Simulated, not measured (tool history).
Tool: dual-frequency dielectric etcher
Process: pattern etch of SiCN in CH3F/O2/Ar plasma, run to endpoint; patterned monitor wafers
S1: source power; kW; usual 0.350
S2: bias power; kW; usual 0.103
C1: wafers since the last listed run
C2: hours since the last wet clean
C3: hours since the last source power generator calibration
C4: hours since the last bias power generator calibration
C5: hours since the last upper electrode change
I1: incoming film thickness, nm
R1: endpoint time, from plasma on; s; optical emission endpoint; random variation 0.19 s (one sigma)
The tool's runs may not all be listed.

run   hour     S1     S2   C1     C2      C3      C4      C5     I1    R1
  1    0.0  0.400  0.085    0  232.4  3460.3  3733.0  3481.1  10.49  25.7
  2   21.2  0.400  0.085  331  253.6  3481.5  3754.2  3502.3  10.59  25.9
  3   41.5  0.400  0.085  317  273.9  3501.8  3774.5  3522.6  10.41  25.7
  4   74.6  0.350  0.103  517  307.0  3534.9  3807.6  3555.7  10.55  25.9
  5   91.1  0.350  0.103  258  323.5  3551.4  3824.1  3572.2  10.55  25.8
  6  104.0  0.350  0.119  201  336.4  3564.3  3837.0  3585.1  10.50  24.6
  7  139.3  0.350  0.119  552  371.7  3599.6  3872.3  3620.4  10.55  24.5
  8  166.7  0.420  0.103  428  399.1  3627.0  3899.7  3647.8  10.57  23.9
  9  190.3  0.350  0.103  369  422.7  3650.6  3923.3  3671.4  10.49  25.5
 10  218.8  0.350  0.103  445  451.2  3679.1  3951.8  3699.9  10.50  25.5
 11  243.2  0.350  0.103  381  475.6  3703.5  3976.2  3724.3  10.53  25.4
 12  257.0  0.350  0.103  215  489.4  3717.3  3990.0  3738.1  10.49  25.3
 13  277.4  0.350  0.096  319  509.8  3737.7  4010.4  3758.5  10.54  25.8
 14  300.0  0.350  0.096  353  532.4  3760.3  4033.0  3781.1  10.44  25.7
 15  331.9  0.350  0.096  498  564.3  3792.2  4064.9  3813.0  10.39  25.5
     370.4  -- wet clean of the chamber
 16  370.9  0.350  0.103  234    0.5  3831.2  4103.9  3852.0  10.49  26.7
 17  378.3  0.300  0.103  115    7.9  3838.6  4111.3  3859.4  10.53  28.2
     402.9  -- bias power generator calibrated
     421.1  -- upper electrode replaced
 18  421.6  0.420  0.091  329   51.2  3881.9    18.7     0.5  10.51  25.8
 19  429.0  0.350  0.127  115   58.6  3889.3    26.1     7.9  10.32  24.5
 20  444.7  0.410  0.085  245   74.3  3905.0    41.8    23.6  10.55  26.5
 21  461.4  0.320  0.095  261   91.0  3921.7    58.5    40.3  10.55  28.0
     486.5  -- source power generator calibrated
 22  492.7  0.390  0.113  427  122.3     6.2    89.8    71.6  10.60  25.2
 23  525.8  0.270  0.091  517  155.4    39.3   122.9   104.7  10.50  29.7
 24  547.7  0.430  0.127  342  177.3    61.2   144.8   126.6  10.54  23.3
 25  569.8  0.400  0.085  345  199.4    83.3   166.9   148.7  10.51  26.6
 26  595.7  0.350  0.103  405  225.3   109.2   192.8   174.6  10.40  25.8
 27  628.1  0.420  0.110  506  257.7   141.6   225.2   207.0  10.56  24.3
 28  654.4  0.350  0.103  411  284.0   167.9   251.5   233.3  10.49  25.5
 29  674.2  0.380  0.103  309  303.8   187.7   271.3   253.1  10.53  25.1
 30  703.9  0.290  0.096  464  333.5   217.4   301.0   282.8  10.59  28.2
 31  731.4  0.350  0.103  430  361.0   244.9   328.5   310.3  10.57  26.2
 32  762.9  0.280  0.110  492  392.5   276.4   360.0   341.8  10.49  27.2

Hidden state at the last listed run before each entry between runs and at the first one after, where it differs:
Between runs 15 and 16: wet clean of the chamber (hour 370.4)
  etch rate over this chamber's usual, %: 5.63 -> -0.243
  measured less the result without the state, R1: -1.5 -> +0.0 s
Between runs 17 and 18: bias power generator calibrated (hour 402.9); upper electrode replaced (hour 421.1)
  etch rate over this chamber's usual, %: -0.175 -> 0.219
  measured less the result without the state, R1: +0.1 -> -0.1 s
Between runs 21 and 22: source power generator calibrated (hour 486.5)
  etch rate over this chamber's usual, %: 0.582 -> 0.867
  measured less the result without the state, R1: -0.1 -> -0.2 s
